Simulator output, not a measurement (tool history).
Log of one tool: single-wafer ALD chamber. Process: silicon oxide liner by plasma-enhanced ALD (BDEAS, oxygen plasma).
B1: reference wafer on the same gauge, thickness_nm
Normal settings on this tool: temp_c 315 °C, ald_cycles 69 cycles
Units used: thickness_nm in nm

run 1 hour=0.0 | temp_c=303 ald_cycles=61 | B1=5.279 | thickness_nm=5.091
run 2 hour=18.3 | temp_c=303 ald_cycles=61 | B1=5.276 | thickness_nm=5.066
run 3 hour=122.8 | temp_c=315 ald_cycles=69 | B1=5.273 | thickness_nm=5.647
run 4 hour=177.7 | temp_c=315 ald_cycles=69 | B1=5.281 | thickness_nm=5.638
run 5 hour=195.3 | temp_c=315 ald_cycles=69 | B1=5.282 | thickness_nm=5.623
run 6 hour=230.8 | temp_c=315 ald_cycles=69 | B1=5.286 | thickness_nm=5.655
-- hour=254.8 thermocouple changed; heater temperature recalibrated
run 7 hour=255.3 | temp_c=315 ald_cycles=69 | B1=5.283 | thickness_nm=5.628
run 8 hour=262.7 | temp_c=315 ald_cycles=69 | B1=5.283 | thickness_nm=5.599
run 9 hour=285.0 | temp_c=305 ald_cycles=57 | B1=5.278 | thickness_nm=4.726
run 10 hour=308.5 | temp_c=310 ald_cycles=55 | B1=5.284 | thickness_nm=4.517
-- hour=324.2 gauge calibrated
run 11 hour=406.9 | temp_c=308 ald_cycles=75 | B1=5.273 | thickness_nm=6.240
run 12 hour=431.0 | temp_c=315 ald_cycles=69 | B1=5.285 | thickness_nm=5.639
run 13 hour=455.0 | temp_c=315 ald_cycles=69 | B1=5.275 | thickness_nm=5.616
run 14 hour=486.4 | temp_c=319 ald_cycles=69 | B1=5.282 | thickness_nm=5.572
run 15 hour=501.6 | temp_c=326 ald_cycles=57 | B1=5.277 | thickness_nm=4.553
run 16 hour=514.6 | temp_c=330 ald_cycles=63 | B1=5.283 | thickness_nm=5.005

Give the tool's hidden conditions for every run:
wafer temperature above the value expected at the setpoint (K): 0 at every run
gauge reads high (%): 0 at every run
